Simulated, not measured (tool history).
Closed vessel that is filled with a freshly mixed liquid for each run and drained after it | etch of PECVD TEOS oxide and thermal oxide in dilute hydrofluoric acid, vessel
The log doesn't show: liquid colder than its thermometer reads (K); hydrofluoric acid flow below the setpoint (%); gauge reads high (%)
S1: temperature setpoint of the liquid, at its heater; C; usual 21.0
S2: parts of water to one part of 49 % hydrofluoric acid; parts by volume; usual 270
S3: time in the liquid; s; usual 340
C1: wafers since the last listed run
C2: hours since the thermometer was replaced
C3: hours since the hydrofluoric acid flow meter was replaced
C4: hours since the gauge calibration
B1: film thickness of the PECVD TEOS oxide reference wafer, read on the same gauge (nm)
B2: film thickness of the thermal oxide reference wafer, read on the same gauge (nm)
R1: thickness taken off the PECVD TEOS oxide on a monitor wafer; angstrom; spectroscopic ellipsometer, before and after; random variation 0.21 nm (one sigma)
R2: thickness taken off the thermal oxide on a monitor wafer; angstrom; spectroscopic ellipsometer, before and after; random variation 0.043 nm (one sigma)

| run | hour | S1 | S2 | S3 | C1 | C2 | C3 | C4 | B1 | B2 | R1 | R2 |
|---|---|---|---|---|---|---|---|---|---|---|---|---|
| 1 | 0.0 | 19.0 | 270 | 340 | 0 | 1100.3 | 490.7 | 677.3 | 60.00 | 109.988 | 191.7 | 44.73 |
| 2 | 61.0 | 21.0 | 270 | 340 | 3600 | 1161.3 | 551.7 | 738.3 | 60.05 | 110.004 | 203.6 | 46.93 |
|  | 84.7 | gauge calibrated |
| 3 | 118.7 | 21.0 | 270 | 340 | 3405 | 1219.0 | 609.4 | 34.0 | 60.01 | 110.010 | 204.8 | 48.36 |
| 4 | 173.5 | 21.0 | 270 | 340 | 3234 | 1273.8 | 664.2 | 88.8 | 60.04 | 110.000 | 203.4 | 47.97 |
| 5 | 215.6 | 21.0 | 270 | 275 | 2484 | 1315.9 | 706.3 | 130.9 | 60.00 | 110.006 | 163.8 | 37.98 |
| 6 | 387.5 | 21.0 | 270 | 340 | 10145 | 1487.8 | 878.2 | 302.8 | 59.98 | 110.008 | 202.9 | 46.64 |
| 7 | 424.0 | 21.0 | 270 | 340 | 2154 | 1524.3 | 914.7 | 339.3 | 60.03 | 110.003 | 201.0 | 46.15 |
| 8 | 470.2 | 21.0 | 270 | 340 | 2726 | 1570.5 | 960.9 | 385.5 | 60.00 | 109.988 | 197.7 | 46.47 |
| 9 | 494.5 | 21.0 | 270 | 340 | 1434 | 1594.8 | 985.2 | 409.8 | 60.05 | 109.990 | 199.1 | 47.13 |
| 10 | 557.3 | 21.0 | 310 | 340 | 3706 | 1657.6 | 1048.0 | 472.6 | 60.02 | 109.984 | 167.9 | 39.07 |
| 11 | 611.0 | 21.0 | 270 | 340 | 3169 | 1711.3 | 1101.7 | 526.3 | 59.98 | 109.982 | 195.8 | 45.55 |
| 12 | 646.3 | 21.0 | 270 | 340 | 2083 | 1746.6 | 1137.0 | 561.6 | 60.02 | 110.000 | 194.5 | 45.97 |
| 13 | 687.2 | 21.0 | 270 | 340 | 2413 | 1787.5 | 1177.9 | 602.5 | 59.97 | 110.003 | 200.1 | 46.47 |
| 14 | 748.0 | 21.0 | 360 | 505 | 3588 | 1848.3 | 1238.7 | 663.3 | 60.00 | 110.003 | 201.2 | 47.25 |
| 15 | 796.4 | 21.0 | 270 | 340 | 2856 | 1896.7 | 1287.1 | 711.7 | 60.01 | 109.997 | 197.5 | 46.36 |
| 16 | 839.9 | 24.0 | 270 | 340 | 2567 | 1940.2 | 1330.6 | 755.2 | 59.96 | 109.995 | 216.8 | 50.14 |
| 17 | 903.9 | 21.0 | 270 | 340 | 3777 | 2004.2 | 1394.6 | 819.2 | 60.02 | 109.988 | 193.7 | 45.56 |
|  | 920.7 | thermometer replaced |
|  | 923.7 | hydrofluoric acid flow meter replaced |
|  | 933.7 | gauge calibrated |
| 18 | 944.5 | 26.0 | 375 | 250 | 2278 | 23.8 | 20.8 | 10.8 | 60.00 | 110.008 | 119.4 | 27.80 |
| 19 | 980.0 | 25.0 | 345 | 340 | 2095 | 59.3 | 56.3 | 46.3 | 59.97 | 109.998 | 174.2 | 41.21 |
| 20 | 1043.7 | 21.0 | 270 | 135 | 3759 | 123.0 | 120.0 | 110.0 | 60.01 | 110.006 | 82.9 | 19.16 |
| 21 | 1095.2 | 24.5 | 325 | 340 | 3039 | 174.5 | 171.5 | 161.5 | 59.97 | 110.022 | 187.0 | 43.10 |
| 22 | 1146.9 | 17.5 | 340 | 340 | 3051 | 226.2 | 223.2 | 213.2 | 60.03 | 109.976 | 136.5 | 31.53 |
| 23 | 1209.0 | 21.0 | 140 | 500 | 3665 | 288.3 | 285.3 | 275.3 | 60.03 | 109.995 | 671.7 | 154.30 |
| 24 | 1252.1 | 17.0 | 270 | 340 | 2543 | 331.4 | 328.4 | 318.4 | 60.00 | 110.019 | 178.9 | 41.51 |
| 25 | 1297.3 | 17.0 | 270 | 420 | 2667 | 376.6 | 373.6 | 363.6 | 59.95 | 109.995 | 221.1 | 51.14 |

Forecast each of these 4 alternatives for the next run:
| A | 1298.0 | 21.0 | 270 | 525 | 41 | 377.3 | 374.3 | 364.3 | ? | ? | ? | ? |
| B | 1298.0 | 23.0 | 175 | 485 | 41 | 377.3 | 374.3 | 364.3 | ? | ? | ? | ? |
| C | 1298.0 | 25.0 | 270 | 340 | 41 | 377.3 | 374.3 | 364.3 | ? | ? | ? | ? |
| D | 1298.0 | 21.0 | 195 | 340 | 41 | 377.3 | 374.3 | 364.3 | ? | ? | ? | ? |

| run | B1 | B2 | R1 | R2 |
|---|---|---|---|---|
| A | 59.99 | 110.000 | 319.3 | 74.37 |
| B | 59.99 | 110.000 | 540.3 | 125.84 |
| C | 59.99 | 110.000 | 238.5 | 55.55 |
| D | 59.99 | 110.000 | 308.3 | 71.82 |
Without the tool's hidden state the same runs would have given:
| run | R1 | R2 |
|---|---|---|
| A | 328.6 | 76.53 |
| B | 555.1 | 129.31 |
| C | 245.5 | 57.19 |
| D | 316.9 | 73.82 |
